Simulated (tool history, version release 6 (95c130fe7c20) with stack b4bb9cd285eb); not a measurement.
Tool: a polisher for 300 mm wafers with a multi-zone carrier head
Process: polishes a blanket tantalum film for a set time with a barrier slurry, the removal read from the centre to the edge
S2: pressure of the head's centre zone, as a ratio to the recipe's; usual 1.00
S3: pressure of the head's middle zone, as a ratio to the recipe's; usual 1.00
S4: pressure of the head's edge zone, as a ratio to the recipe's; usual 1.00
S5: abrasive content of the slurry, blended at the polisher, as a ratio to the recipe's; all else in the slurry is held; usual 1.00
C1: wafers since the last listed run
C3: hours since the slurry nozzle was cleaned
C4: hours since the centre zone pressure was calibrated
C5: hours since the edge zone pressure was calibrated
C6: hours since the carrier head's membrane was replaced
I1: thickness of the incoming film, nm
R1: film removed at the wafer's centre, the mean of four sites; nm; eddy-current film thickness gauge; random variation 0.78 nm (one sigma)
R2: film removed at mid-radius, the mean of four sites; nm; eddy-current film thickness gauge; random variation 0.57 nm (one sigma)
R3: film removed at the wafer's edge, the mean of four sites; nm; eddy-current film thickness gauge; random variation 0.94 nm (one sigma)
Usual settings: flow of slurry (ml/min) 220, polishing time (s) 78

Run 1, day 0.000: usual settings but S5 0.85, polishing time (s) 63; C1 0; wafers polished on this pad 364; C3 416.2; C4 318.9; C5 95.8; C6 1162.2; I1 248.6. Result: R1 61.2 nm, R2 60.0 nm, R3 61.3 nm.
Run 2, day 1.367: usual settings but S5 0.85; C1 331; wafers polished on this pad 695; C3 449.0; C4 351.7; C5 128.6; C6 1195.0; I1 248.3. Result: R1 73.9 nm, R2 73.2 nm, R3 75.0 nm.
At day 1.904: carrier head's membrane replaced by a new one.
At day 2.196: centre zone pressure recalibrated.
Run 3, day 2.217: usual settings but S2 0.93, S3 1.03, S5 1.25; C1 135; wafers polished on this pad 831; C3 469.4; C4 0.5; C5 149.0; C6 7.5; I1 251.0. Result: R1 77.8 nm, R2 84.5 nm, R3 81.2 nm.
Run 4, day 3.117: usual settings but S4 1.06, polishing time (s) 95; C1 218; wafers polished on this pad 1049; C3 491.0; C4 22.1; C5 170.6; C6 29.1; I1 248.0. Result: R1 94.6 nm, R2 92.6 nm, R3 94.5 nm.
Run 5, day 3.871: usual settings but polishing time (s) 102; C1 183; wafers polished on this pad 1232; C3 509.1; C4 40.2; C5 188.7; C6 47.2; I1 247.9. Result: R1 98.6 nm, R2 97.3 nm, R3 100.8 nm.
Run 6, day 4.854: usual settings but flow of slurry (ml/min) 145, polishing time (s) 88; C1 238; wafers polished on this pad 1471; C3 532.7; C4 63.8; C5 212.3; C6 70.8; I1 247.8. Result: R1 79.5 nm, R2 80.8 nm, R3 84.2 nm.
Run 7, day 5.958: usual settings but S2 1.03, S4 1.07, S5 1.25, polishing time (s) 55; C1 268; wafers polished on this pad 1739; C3 559.2; C4 90.3; C5 238.8; C6 97.3; I1 252.5. Result: R1 56.2 nm, R2 54.2 nm, R3 56.3 nm.
At day 7.171: worn pad replaced by a new one.
Run 8, day 7.275: usual settings but S2 0.96, S4 1.06, polishing time (s) 68; C1 279; wafers polished on this pad 25; C3 590.8; C4 121.9; C5 270.4; C6 128.9; I1 251.8. Result: R1 67.9 nm, R2 70.8 nm, R3 72.7 nm.
At day 7.421: slurry nozzle cleaned.
Run 9, day 7.908: usual settings; C1 143; wafers polished on this pad 168; C3 11.7; C4 137.1; C5 285.6; C6 144.1; I1 252.7. Result: R1 81.0 nm, R2 79.5 nm, R3 80.7 nm.
Run 10, day 9.008: usual settings; C1 267; wafers polished on this pad 435; C3 38.1; C4 163.5; C5 312.0; C6 170.5; I1 245.0. Result: R1 80.1 nm, R2 78.4 nm, R3 79.7 nm.
Run 11, day 10.042: usual settings but S3 1.06; C1 250; wafers polished on this pad 686; C3 62.9; C4 188.3; C5 336.8; C6 195.3; I1 251.4. Result: R1 77.8 nm, R2 80.9 nm, R3 77.9 nm.
Run 12, day 11.367: usual settings but S3 0.93, polishing time (s) 94; C1 321; wafers polished on this pad 1008; C3 94.7; C4 220.1; C5 368.6; C6 227.1; I1 252.1. Result: R1 91.2 nm, R2 85.6 nm, R3 93.3 nm.
Run 13, day 12.854: usual settings but S5 0.90, polishing time (s) 63; C1 361; wafers polished on this pad 1369; C3 130.4; C4 255.8; C5 404.3; C6 262.8; I1 251.1. Result: R1 58.1 nm, R2 57.8 nm, R3 57.9 nm.
Run 14, day 14.188: usual settings but S3 0.92, S4 1.08, polishing time (s) 68; C1 323; wafers polished on this pad 1693; C3 162.4; C4 287.8; C5 436.3; C6 294.8; I1 250.1. Result: R1 63.1 nm, R2 59.0 nm, R3 65.6 nm.
At day 14.292: centre zone pressure recalibrated.
Run 15, day 15.112: usual settings but S3 0.94, polishing time (s) 54; C1 204; wafers polished on this pad 1897; C3 184.6; C4 19.7; C5 458.5; C6 317.0; I1 247.9. Result: R1 49.7 nm, R2 47.0 nm, R3 49.8 nm.
At day 15.833: worn pad replaced by a new one.
Run 16, day 16.350: usual settings; C1 259; wafers polished on this pad 125; C3 214.3; C4 49.4; C5 488.2; C6 346.7; I1 251.4. Result: R1 82.1 nm, R2 81.8 nm, R3 81.5 nm.
Run 17, day 16.933: usual settings but S3 1.06, S4 0.97; C1 141; wafers polished on this pad 267; C3 228.3; C4 63.4; C5 502.2; C6 360.7; I1 247.2. Result: R1 79.2 nm, R2 84.7 nm, R3 80.0 nm.
Run 18, day 17.667: usual settings; C1 178; wafers polished on this pad 445; C3 245.9; C4 81.0; C5 519.8; C6 378.3; I1 250.0. Result: R1 79.2 nm, R2 79.9 nm, R3 80.7 nm.
Run 19, day 19.158: usual settings but S4 0.92; C1 362; wafers polished on this pad 807; C3 281.7; C4 116.8; C5 555.6; C6 414.1; I1 250.2. Result: R1 78.8 nm, R2 77.8 nm, R3 77.0 nm.
Run 20, day 19.825: usual settings but S3 1.06; C1 161; wafers polished on this pad 969; C3 297.7; C4 132.8; C5 571.6; C6 430.1; I1 248.7. Result: R1 77.9 nm, R2 80.2 nm, R3 78.0 nm.
Run 21, day 20.829: usual settings but S2 1.10; C1 243; wafers polished on this pad 1213; C3 321.8; C4 156.9; C5 595.7; C6 454.2; I1 247.3. Result: R1 83.4 nm, R2 75.7 nm, R3 75.3 nm.
Run 22, day 22.279: usual settings; C1 352; wafers polished on this pad 1565; C3 356.6; C4 191.7; C5 630.5; C6 489.0; I1 245.2. Result: R1 74.3 nm, R2 73.8 nm, R3 74.1 nm.

Measured less the same run without the tool's hidden state. The same run-to-run variation is in both; the gauge's scatter may not be:
The hidden state here: removal rate lost through wear of the pad, %; slurry flow missing at the pad, %; deviation of the centre zone's pressure from its setpoint, %; deviation of the edge zone's pressure from its setpoint, %.
run    R1    R2    R3
  1  -1.8  -1.8  -1.7
  2  -3.8  -3.8  -3.9
  3  -5.2  -5.7  -5.4
  4  -7.8  -7.7  -7.8
  5  -9.5  -9.4  -9.6
  6  -9.1  -9.3  -9.6
  7  -7.6  -7.3  -7.6
  8  -0.8  -0.8  -0.8
  9  -1.8  -1.7  -1.8
 10  -3.2  -3.2  -3.2
 11  -4.4  -4.6  -4.5
 12  -7.3  -6.9  -7.5
 13  -6.3  -6.3  -6.2
 14  -8.5  -7.9  -8.7
 15  -7.6  -7.2  -7.6
 16  -1.0  -1.0  -0.9
 17  -1.6  -1.7  -1.7
 18  -2.6  -2.6  -2.6
 19  -4.5  -4.4  -4.4
 20  -5.4  -5.6  -5.4
 21  -7.3  -6.6  -6.6
 22  -8.5  -8.4  -8.5
